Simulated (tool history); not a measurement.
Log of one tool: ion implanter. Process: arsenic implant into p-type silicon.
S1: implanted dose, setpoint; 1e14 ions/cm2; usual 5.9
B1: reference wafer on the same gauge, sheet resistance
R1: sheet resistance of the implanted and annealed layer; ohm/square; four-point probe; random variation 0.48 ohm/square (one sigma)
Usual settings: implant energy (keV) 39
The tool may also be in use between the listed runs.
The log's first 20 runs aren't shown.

{"hour": 448.1, "done": "Faraday cup replaced and dose calibrated"}
{"run": 21, "hour": 448.6, "S1": 7.5, "implant energy (keV)": 44.5, "B1": 136.05, "R1": 134.35}
{"run": 22, "hour": 461.0, "S1": 6.62, "implant energy (keV)": 32.5, "B1": 135.98, "R1": 155.92}
{"run": 23, "hour": 491.2, "S1": 4.64, "implant energy (keV)": 44.5, "B1": 136.01, "R1": 189.22}
{"run": 24, "hour": 510.8, "S1": 6.89, "implant energy (keV)": 32, "B1": 136.01, "R1": 153.4}
{"run": 25, "hour": 538.0, "S1": 7.24, "implant energy (keV)": 31, "B1": 135.97, "R1": 149.71}
{"run": 26, "hour": 570.3, "S1": 7.19, "implant energy (keV)": 35, "B1": 135.96, "R1": 146.03}
{"hour": 573.5, "done": "gauge calibrated"}
{"run": 27, "hour": 597.5, "S1": 6.8, "implant energy (keV)": 30, "B1": 135.97, "R1": 156.83}
{"run": 28, "hour": 614.9, "S1": 5.9, "implant energy (keV)": 39, "B1": 136, "R1": 163.24}
{"run": 29, "hour": 634.4, "S1": 5.9, "implant energy (keV)": 39, "B1": 136.04, "R1": 163.7}
{"run": 30, "hour": 658.1, "S1": 5.9, "implant energy (keV)": 35, "B1": 136.04, "R1": 167.48}
{"run": 31, "hour": 681.9, "S1": 5.9, "implant energy (keV)": 39, "B1": 136, "R1": 163.31}
{"run": 32, "hour": 698.8, "S1": 4.55, "implant energy (keV)": 47.5, "B1": 135.93, "R1": 191}
{"run": 33, "hour": 723.5, "S1": 6.35, "implant energy (keV)": 33.5, "B1": 136.06, "R1": 160.36}

5 ways to go on from here, each from the tool as it stands after run 33. What would each give?
{"run": "A", "hour": 723.9, "S1": 5.9, "implant energy (keV)": 39, "B1": "?", "R1": "?"}
{"run": "B", "hour": 723.9, "S1": 4.56, "implant energy (keV)": 33, "B1": "?", "R1": "?"}
{"run": "C", "hour": 723.9, "S1": 6.61, "implant energy (keV)": 44, "B1": "?", "R1": "?"}
{"run": "D", "hour": 723.9, "S1": 5.4, "implant energy (keV)": 39, "B1": "?", "R1": "?"}
{"run": "E", "hour": 723.9, "S1": 5.9, "implant energy (keV)": 29, "B1": "?", "R1": "?"}

run=A B1=136.01 R1=163.37
run=B B1=136.01 R1=201.85
run=C B1=136.01 R1=147.32
run=D B1=136.01 R1=173.91
run=E B1=136.01 R1=172.84
Without the tool's hidden state the same runs would have given:
run=A R1=162.71
run=B R1=201.01
run=C R1=146.72
run=D R1=173.19
run=E R1=172.18
